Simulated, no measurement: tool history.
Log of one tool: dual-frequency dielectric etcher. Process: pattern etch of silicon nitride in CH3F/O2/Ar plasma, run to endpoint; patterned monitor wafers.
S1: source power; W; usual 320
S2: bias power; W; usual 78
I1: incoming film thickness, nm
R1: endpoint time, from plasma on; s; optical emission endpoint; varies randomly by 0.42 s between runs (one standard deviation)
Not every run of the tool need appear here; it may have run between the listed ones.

Run 1, hour 0: usual settings; I1 32.03. Result: R1 49.4 s.
Run 2, hour 17.2: usual settings; I1 32.03. Result: R1 50.3 s.
Run 3, hour 31.8: usual settings; I1 32.2. Result: R1 49.8 s.
Run 4, hour 62: usual settings but S1 350 W; I1 32.09. Result: R1 47.3 s.
Run 5, hour 65.4: usual settings but S1 350 W; I1 32.16. Result: R1 47.2 s.
Run 6, hour 73.8: usual settings; I1 32.65. Result: R1 49.1 s.
Run 7, hour 87.7: usual settings; I1 32.08. Result: R1 48.6 s.
Run 8, hour 124.2: usual settings; I1 32.19. Result: R1 48.4 s.
Run 9, hour 124.6: usual settings but S2 83 W; I1 32.24. Result: R1 47.2 s.
Run 10, hour 124.9: usual settings but S2 83 W; I1 32.35. Result: R1 47.7 s.
Run 11, hour 128.6: usual settings but S1 300 W; I1 32.28. Result: R1 50.7 s.
Run 12, hour 139.3: usual settings but S1 300 W; I1 32.41. Result: R1 51.1 s.
Run 13, hour 148.1: usual settings; I1 32.04. Result: R1 48 s.
Run 14, hour 174: usual settings; I1 32.21. Result: R1 51.9 s.
Run 15, hour 174.3: usual settings but S1 400 W, S2 89 W; I1 32.31. Result: R1 44.2 s.
Run 16, hour 175: usual settings but S1 360 W; I1 32.14. Result: R1 49 s.
Run 17, hour 190: usual settings but S1 390 W, S2 86 W; I1 32.31. Result: R1 45.5 s.
Run 18, hour 197.3: usual settings but S1 370 W, S2 65 W; I1 32.55. Result: R1 53.3 s.
Run 19, hour 208.2: usual settings but S1 390 W; I1 32.05. Result: R1 47.7 s.
Run 20, hour 216.1: usual settings but S2 64 W; I1 32.34. Result: R1 57 s.
Run 21, hour 267: usual settings but S1 280 W, S2 88 W; I1 32.03. Result: R1 50.6 s.
Run 22, hour 274: usual settings; I1 32.2. Result: R1 51.8 s.
Run 23, hour 288.4: usual settings but S1 270 W, S2 83 W; I1 31.92. Result: R1 54.2 s.
Run 24, hour 298.5: usual settings; I1 32.17. Result: R1 51.5 s.
Run 25, hour 306.2: usual settings but S1 250 W, S2 64 W; I1 32.08. Result: R1 62.6 s.
Run 26, hour 323.5: usual settings; I1 32.26. Result: R1 50.8 s.
Run 27, hour 338.2: usual settings but S1 300 W; I1 32.3. Result: R1 52.9 s.
Run 28, hour 351.7: usual settings but S1 290 W, S2 84 W; I1 32.17. Result: R1 51.4 s.
Run 29, hour 366.4: usual settings but S1 370 W, S2 73 W; I1 31.84. Result: R1 48.3 s.
Run 30, hour 380.1: usual settings; I1 31.87. Result: R1 50.5 s.
Run 31, hour 393.1: usual settings but S1 260 W, S2 86 W; I1 32.03. Result: R1 52.6 s.
Run 32, hour 410.7: usual settings but S1 290 W, S2 85 W; I1 32.11. Result: R1 51.5 s.
Run 33, hour 424.7: usual settings but S1 400 W, S2 58 W; I1 32.01. Result: R1 52.4 s.
Run 34, hour 440.7: usual settings but S1 270 W, S2 83 W; I1 32.41. Result: R1 52.8 s.
Run 35, hour 447.3: usual settings but S2 89 W; I1 32.23. Result: R1 48.7 s.
Run 36, hour 465.2: usual settings; I1 31.88. Result: R1 50.2 s.

The log once held 5 entries between its listed runs, left out of this copy. Where does each go, and what is different about the tool's unlogged condition between the listed run before it and the listed run after it?
After run 3, before run 4: wet clean of the chamber (hour 61.5)
  etch rate over this chamber's usual, %: 3.6 -> 6.15
  measured minus no-state result, R1: -1.8 -> -2.9 s
After run 5, before run 6: source power generator calibrated (hour 73.3)
  etch rate over this chamber's usual, %: 6.17 -> 6.23
  measured minus no-state result, R1: -2.9 -> -3.1 s
After run 7, before run 8: upper electrode replaced (hour 123.7)
  etch rate over this chamber's usual, %: 6.32 -> 6.57
  measured minus no-state result, R1: -3.1 -> -3.2 s
After run 13, before run 14: wet clean of the chamber, repeated, since the last time left the tool worse (hour 173.5)
  etch rate over this chamber's usual, %: 6.74 -> -0.0823
  measured minus no-state result, R1: -3.3 -> +0.1 s
After run 16, before run 17: bias power generator calibrated (hour 189.2)
  etch rate over this chamber's usual, %: -0.0755 -> 0.0266
  measured minus no-state result, R1: +0 -> +0 s
